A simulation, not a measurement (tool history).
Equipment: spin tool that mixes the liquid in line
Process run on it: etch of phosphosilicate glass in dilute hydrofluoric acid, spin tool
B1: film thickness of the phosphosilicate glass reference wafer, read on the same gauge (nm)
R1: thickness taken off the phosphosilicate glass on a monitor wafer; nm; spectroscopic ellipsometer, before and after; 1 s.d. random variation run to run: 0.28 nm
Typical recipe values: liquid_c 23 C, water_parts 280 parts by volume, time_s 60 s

{"run": 1, "day": 0.0, "liquid_c": 23, "water_parts": 280, "time_s": 60, "B1": 50, "R1": 35.24}
{"run": 2, "day": 1.654, "liquid_c": 23, "water_parts": 280, "time_s": 60, "B1": 49.96, "R1": 35.2}
{"run": 3, "day": 3.321, "liquid_c": 23, "water_parts": 280, "time_s": 60, "B1": 49.98, "R1": 35.74}
{"run": 4, "day": 5.304, "liquid_c": 23, "water_parts": 280, "time_s": 55, "B1": 50.04, "R1": 32.31}
{"run": 5, "day": 7.521, "liquid_c": 23, "water_parts": 280, "time_s": 60, "B1": 50.03, "R1": 35.42}
{"run": 6, "day": 11.738, "liquid_c": 23, "water_parts": 330, "time_s": 60, "B1": 49.99, "R1": 28.39}
{"run": 7, "day": 13.992, "liquid_c": 23, "water_parts": 330, "time_s": 60, "B1": 50, "R1": 28.27}
{"run": 8, "day": 16.892, "liquid_c": 20.5, "water_parts": 280, "time_s": 60, "B1": 49.99, "R1": 31.83}
{"run": 9, "day": 18.762, "liquid_c": 20.5, "water_parts": 280, "time_s": 60, "B1": 49.99, "R1": 32.32}
{"run": 10, "day": 20.983, "liquid_c": 20.5, "water_parts": 280, "time_s": 60, "B1": 49.98, "R1": 31.9}
{"run": 11, "day": 24.525, "liquid_c": 23, "water_parts": 280, "time_s": 80, "B1": 50.04, "R1": 46.08}
{"run": 12, "day": 26.125, "liquid_c": 26, "water_parts": 315, "time_s": 45, "B1": 49.99, "R1": 24.63}
{"run": 13, "day": 30.454, "liquid_c": 23, "water_parts": 365, "time_s": 60, "B1": 49.98, "R1": 24.19}
{"run": 14, "day": 33.704, "liquid_c": 23, "water_parts": 280, "time_s": 60, "B1": 49.99, "R1": 34.89}
{"day": 36.075, "done": "gauge calibrated"}
{"day": 39.179, "done": "thermometer replaced"}
{"run": 15, "day": 44.438, "liquid_c": 25, "water_parts": 280, "time_s": 50, "B1": 49.97, "R1": 30.04}
{"day": 44.588, "done": "hydrofluoric acid flow meter replaced"}
{"run": 16, "day": 46.458, "liquid_c": 19, "water_parts": 165, "time_s": 45, "B1": 50.01, "R1": 44.46}
{"run": 17, "day": 49.625, "liquid_c": 23, "water_parts": 280, "time_s": 40, "B1": 50, "R1": 24.45}
{"run": 18, "day": 51.771, "liquid_c": 23, "water_parts": 280, "time_s": 60, "B1": 49.97, "R1": 36.48}
{"run": 19, "day": 53.683, "liquid_c": 25, "water_parts": 420, "time_s": 60, "B1": 50.06, "R1": 22.74}
{"run": 20, "day": 56.246, "liquid_c": 26, "water_parts": 175, "time_s": 45, "B1": 49.97, "R1": 54.2}

Branching from run 20: 4 alternative next runs. What would each branch give?
{"run": "A", "day": 56.262, "liquid_c": 23, "water_parts": 280, "time_s": 60, "B1": "?", "R1": "?"}
{"run": "B", "day": 56.262, "liquid_c": 28, "water_parts": 280, "time_s": 70, "B1": "?", "R1": "?"}
{"run": "C", "day": 56.262, "liquid_c": 26, "water_parts": 325, "time_s": 45, "B1": "?", "R1": "?"}
{"run": "D", "day": 56.262, "liquid_c": 23, "water_parts": 415, "time_s": 60, "B1": "?", "R1": "?"}

run=A B1=49.96 R1=35.89
run=B B1=49.96 R1=49.74
run=C B1=49.96 R1=24.59
run=D B1=49.96 R1=21.38
Take away the tool's hidden state, keep each run's random variation, and the runs would have read:
run=A R1=36.37
run=B R1=50.42
run=C R1=24.93
run=D R1=21.68

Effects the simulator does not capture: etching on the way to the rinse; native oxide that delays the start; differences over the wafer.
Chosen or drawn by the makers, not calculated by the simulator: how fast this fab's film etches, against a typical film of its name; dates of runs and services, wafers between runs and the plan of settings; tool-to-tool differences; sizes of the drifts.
